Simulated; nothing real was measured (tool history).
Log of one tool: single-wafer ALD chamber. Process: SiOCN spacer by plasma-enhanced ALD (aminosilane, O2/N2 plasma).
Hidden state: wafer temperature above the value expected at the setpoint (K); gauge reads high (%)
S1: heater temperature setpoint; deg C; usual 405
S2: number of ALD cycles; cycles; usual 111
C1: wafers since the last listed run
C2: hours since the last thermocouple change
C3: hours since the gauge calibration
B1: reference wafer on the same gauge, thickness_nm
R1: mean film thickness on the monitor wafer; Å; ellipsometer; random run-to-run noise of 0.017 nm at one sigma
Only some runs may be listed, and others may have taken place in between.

run    hour   S1   S2   C1      C2      C3     B1     R1
  1     0.0  405  111    0  1102.7   493.1  5.552  67.76
  2    47.4  405  111   78  1150.1   540.5  5.561  67.80
  3    82.8  405  111   58  1185.5   575.9  5.557  67.76
  4   126.8  416  111   72  1229.5   619.9  5.559  65.49
  5   195.4  416  111  113  1298.1   688.5  5.562  65.70
  6   242.0  405  111   76  1344.7   735.1  5.561  68.08
  7   293.9  405  111   85  1396.6   787.0  5.565  67.90
  8   323.7  405  111   49  1426.4   816.8  5.565  68.20
  9   384.0  405  111   99  1486.7   877.1  5.563  68.14
 10   428.9  405  111   73  1531.6   922.0  5.561  68.16
 11   498.0  405  111  113  1600.7   991.1  5.563  67.67
 12   556.4  405  111   96  1659.1  1049.5  5.564  68.00
 13   584.6  405  111   46  1687.3  1077.7  5.563  68.06
 14   616.0  405  111   51  1718.7  1109.1  5.556  67.84
 15   649.6  418   94   55  1752.3  1142.7  5.555  55.43
 16   689.5  405  129   65  1792.2  1182.6  5.559  79.08
      722.0  -- thermocouple changed; heater temperature recalibrated
 17   874.3  405  111  291   152.3  1367.4  5.567  67.34
      915.1  -- gauge calibrated
 18   925.3  405  111   84   203.3    10.2  5.559  67.40
 19   985.1  399  100   98   263.1    70.0  5.558  61.31
 20  1050.1  405   89  107   328.1   135.0  5.560  53.93
 21  1107.3  405  111   94   385.3   192.2  5.560  67.17
 22  1177.6  394  100  115   455.6   262.5  5.557  61.33
 23  1239.2  405   89  101   517.2   324.1  5.556  53.99
 24  1298.7  400  126   98   576.7   383.6  5.564  77.13
 25  1340.0  419  104   68   618.0   424.9  5.562  60.28
 26  1382.4  412  103   69   660.4   467.3  5.557  61.03

The tool's hidden state at each run:
gauge reads high (%): 0 across all the runs
H1: wafer temperature above the value expected at the setpoint (K)
run      H1
  1   -3.42
  2   -3.59
  3   -3.72
  4   -3.88
  5   -4.13
  6    -4.3
  7   -4.49
  8    -4.6
  9   -4.82
 10   -4.98
 11   -5.23
 12   -5.45
 13   -5.55
 14   -5.66
 15   -5.79
 16   -5.93
 17  -0.319
 18  -0.505
 19  -0.723
 20   -0.96
 21   -1.17
 22   -1.43
 23   -1.65
 24   -1.87
 25   -2.02
 26   -2.17

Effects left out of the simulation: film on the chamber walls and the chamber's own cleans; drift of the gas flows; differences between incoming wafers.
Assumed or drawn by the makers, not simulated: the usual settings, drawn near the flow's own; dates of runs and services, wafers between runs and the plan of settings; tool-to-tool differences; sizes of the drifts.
